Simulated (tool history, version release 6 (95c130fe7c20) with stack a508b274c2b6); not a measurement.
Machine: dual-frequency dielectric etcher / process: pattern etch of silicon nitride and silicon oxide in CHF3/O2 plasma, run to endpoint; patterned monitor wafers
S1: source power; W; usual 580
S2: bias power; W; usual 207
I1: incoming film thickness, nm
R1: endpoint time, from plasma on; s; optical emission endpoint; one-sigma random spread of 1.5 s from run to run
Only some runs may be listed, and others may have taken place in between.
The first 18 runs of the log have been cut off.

run,day,S1,S2,I1,R1
19,22.383,580,158,254.2,198.0
20,25.175,680,233,253.6,152.9
21,26.571,520,155,251.4,206.8
# day 27.867: bias power generator calibrated
22,28.038,630,241,255.1,158.8
23,29.350,580,207,253.9,178.6
# day 31.300: wet clean of the chamber
24,31.321,580,207,251.1,168.1
25,31.383,580,207,251.4,167.7
# day 32.504: upper electrode replaced
26,32.525,580,207,254.9,171.1
27,33.454,460,166,254.7,212.8
28,36.629,580,171,253.0,190.8
29,37.746,580,207,255.0,174.3
30,38.308,580,253,253.5,155.6
31,39.054,710,237,248.8,145.7
32,40.158,640,254,254.9,151.5
33,41.596,580,162,251.9,194.4
34,42.629,580,250,252.6,157.1

5 options for the next run, each taken on its own from the tool as it stands now. Forecast them:
A,42.650,490,207,255.5,?
B,42.650,680,207,255.5,?
C,42.650,450,254,255.5,?
D,42.650,470,225,255.5,?
E,42.650,620,207,255.5,?

run,R1
A,191.7
B,165.2
C,181.3
D,188.0
E,172.1
Take away the tool's hidden state, keep each run's random variation, and the runs would have read:
run,R1
A,184.7
B,159.2
C,174.7
D,181.1
E,165.8
